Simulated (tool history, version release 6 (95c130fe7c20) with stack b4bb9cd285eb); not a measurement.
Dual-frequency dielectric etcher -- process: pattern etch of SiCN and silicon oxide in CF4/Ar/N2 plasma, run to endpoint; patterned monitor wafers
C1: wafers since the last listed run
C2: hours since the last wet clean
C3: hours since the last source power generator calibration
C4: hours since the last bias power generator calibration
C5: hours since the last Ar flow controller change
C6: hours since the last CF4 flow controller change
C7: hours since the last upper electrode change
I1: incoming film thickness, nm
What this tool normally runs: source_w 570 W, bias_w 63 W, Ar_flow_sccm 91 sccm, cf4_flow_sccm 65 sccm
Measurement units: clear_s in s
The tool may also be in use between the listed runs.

{"run": 1, "day": 0.0, "source_w": 570, "bias_w": 63, "Ar_flow_sccm": 91, "cf4_flow_sccm": 65, "C1": 0, "C2": 32.7, "C3": 40.6, "C4": 3590.2, "C5": 21.3, "C6": 5309.4, "C7": 2454.9, "I1": 9.58, "clear_s": 10.5}
{"day": 0.342, "done": "bias power generator calibrated"}
{"run": 2, "day": 0.362, "source_w": 570, "bias_w": 63, "Ar_flow_sccm": 91, "cf4_flow_sccm": 65, "C1": 93, "C2": 41.4, "C3": 49.3, "C4": 0.5, "C5": 30.0, "C6": 5318.1, "C7": 2463.6, "I1": 9.68, "clear_s": 10.7}
{"run": 3, "day": 0.604, "source_w": 570, "bias_w": 71, "Ar_flow_sccm": 91, "cf4_flow_sccm": 71, "C1": 115, "C2": 47.2, "C3": 55.1, "C4": 6.3, "C5": 35.8, "C6": 5323.9, "C7": 2469.4, "I1": 9.57, "clear_s": 10.1}
{"run": 4, "day": 0.917, "source_w": 570, "bias_w": 63, "Ar_flow_sccm": 91, "cf4_flow_sccm": 65, "C1": 149, "C2": 54.7, "C3": 62.6, "C4": 13.8, "C5": 43.3, "C6": 5331.4, "C7": 2476.9, "I1": 9.64, "clear_s": 10.6}
{"run": 5, "day": 1.662, "source_w": 570, "bias_w": 76, "Ar_flow_sccm": 91, "cf4_flow_sccm": 72, "C1": 355, "C2": 72.6, "C3": 80.5, "C4": 31.7, "C5": 61.2, "C6": 5349.3, "C7": 2494.8, "I1": 9.61, "clear_s": 9.9}
{"run": 6, "day": 2.217, "source_w": 500, "bias_w": 63, "Ar_flow_sccm": 91, "cf4_flow_sccm": 65, "C1": 264, "C2": 85.9, "C3": 93.8, "C4": 45.0, "C5": 74.5, "C6": 5362.6, "C7": 2508.1, "I1": 9.62, "clear_s": 11.7}
{"run": 7, "day": 2.725, "source_w": 570, "bias_w": 73, "Ar_flow_sccm": 91, "cf4_flow_sccm": 65, "C1": 242, "C2": 98.1, "C3": 106.0, "C4": 57.2, "C5": 86.7, "C6": 5374.8, "C7": 2520.3, "I1": 9.6, "clear_s": 10.2}
{"run": 8, "day": 2.992, "source_w": 690, "bias_w": 69, "Ar_flow_sccm": 103, "cf4_flow_sccm": 71, "C1": 127, "C2": 104.5, "C3": 112.4, "C4": 63.6, "C5": 93.1, "C6": 5381.2, "C7": 2526.7, "I1": 9.63, "clear_s": 9.0}
{"day": 4.067, "done": "upper electrode replaced, of another model than before"}
{"run": 9, "day": 4.088, "source_w": 570, "bias_w": 63, "Ar_flow_sccm": 100, "cf4_flow_sccm": 65, "C1": 45, "C2": 130.8, "C3": 138.7, "C4": 89.9, "C5": 119.4, "C6": 5407.5, "C7": 0.5, "I1": 9.52, "clear_s": 10.7}
{"run": 10, "day": 4.1, "source_w": 510, "bias_w": 75, "Ar_flow_sccm": 112, "cf4_flow_sccm": 71, "C1": 5, "C2": 131.1, "C3": 139.0, "C4": 90.2, "C5": 119.7, "C6": 5407.8, "C7": 0.8, "I1": 9.58, "clear_s": 11.8}
{"run": 11, "day": 4.35, "source_w": 680, "bias_w": 54, "Ar_flow_sccm": 108, "cf4_flow_sccm": 59, "C1": 119, "C2": 137.1, "C3": 145.0, "C4": 96.2, "C5": 125.7, "C6": 5413.8, "C7": 6.8, "I1": 9.57, "clear_s": 9.3}
{"run": 12, "day": 4.704, "source_w": 490, "bias_w": 53, "Ar_flow_sccm": 91, "cf4_flow_sccm": 53, "C1": 168, "C2": 145.6, "C3": 153.5, "C4": 104.7, "C5": 134.2, "C6": 5422.3, "C7": 15.3, "I1": 9.63, "clear_s": 13.5}
{"day": 5.067, "done": "CF4 flow controller replaced"}
{"run": 13, "day": 5.079, "source_w": 510, "bias_w": 54, "Ar_flow_sccm": 91, "cf4_flow_sccm": 65, "C1": 59, "C2": 154.6, "C3": 162.5, "C4": 113.7, "C5": 143.2, "C6": 0.3, "C7": 24.3, "I1": 9.62, "clear_s": 12.5}
{"run": 14, "day": 5.421, "source_w": 660, "bias_w": 63, "Ar_flow_sccm": 91, "cf4_flow_sccm": 54, "C1": 162, "C2": 162.8, "C3": 170.7, "C4": 121.9, "C5": 151.4, "C6": 8.5, "C7": 32.5, "I1": 9.69, "clear_s": 9.4}
{"run": 15, "day": 6.083, "source_w": 570, "bias_w": 63, "Ar_flow_sccm": 91, "cf4_flow_sccm": 65, "C1": 316, "C2": 178.7, "C3": 186.6, "C4": 137.8, "C5": 167.3, "C6": 24.4, "C7": 48.4, "I1": 9.56, "clear_s": 10.6}
{"run": 16, "day": 6.512, "source_w": 570, "bias_w": 63, "Ar_flow_sccm": 91, "cf4_flow_sccm": 65, "C1": 204, "C2": 189.0, "C3": 196.9, "C4": 148.1, "C5": 177.6, "C6": 34.7, "C7": 58.7, "I1": 9.56, "clear_s": 10.7}
{"run": 17, "day": 6.9, "source_w": 490, "bias_w": 79, "Ar_flow_sccm": 91, "cf4_flow_sccm": 76, "C1": 184, "C2": 198.3, "C3": 206.2, "C4": 157.4, "C5": 186.9, "C6": 44.0, "C7": 68.0, "I1": 9.73, "clear_s": 12.1}
{"run": 18, "day": 7.417, "source_w": 570, "bias_w": 63, "Ar_flow_sccm": 91, "cf4_flow_sccm": 65, "C1": 246, "C2": 210.7, "C3": 218.6, "C4": 169.8, "C5": 199.3, "C6": 56.4, "C7": 80.4, "I1": 9.64, "clear_s": 10.8}
{"run": 19, "day": 7.812, "source_w": 570, "bias_w": 63, "Ar_flow_sccm": 91, "cf4_flow_sccm": 65, "C1": 188, "C2": 220.2, "C3": 228.1, "C4": 179.3, "C5": 208.8, "C6": 65.9, "C7": 89.9, "I1": 9.68, "clear_s": 10.9}
{"run": 20, "day": 8.35, "source_w": 570, "bias_w": 63, "Ar_flow_sccm": 110, "cf4_flow_sccm": 65, "C1": 256, "C2": 233.1, "C3": 241.0, "C4": 192.2, "C5": 221.7, "C6": 78.8, "C7": 102.8, "I1": 9.65, "clear_s": 11.0}
{"run": 21, "day": 9.042, "source_w": 570, "bias_w": 68, "Ar_flow_sccm": 91, "cf4_flow_sccm": 72, "C1": 329, "C2": 249.7, "C3": 257.6, "C4": 208.8, "C5": 238.3, "C6": 95.4, "C7": 119.4, "I1": 9.67, "clear_s": 10.5}

Run 22 has not been measured yet. What should we expect?
{"run": 22, "day": 9.512, "source_w": 570, "bias_w": 69, "Ar_flow_sccm": 76, "cf4_flow_sccm": 65, "C1": 224, "C2": 261.0, "C3": 268.9, "C4": 220.1, "C5": 249.6, "C6": 106.7, "C7": 130.7, "I1": 9.53, "clear_s": "?"}

clear_s: 10.4 s
With the hidden condition absent and the run-to-run variation left alone, this run would have shown clear_s 10.1 s.
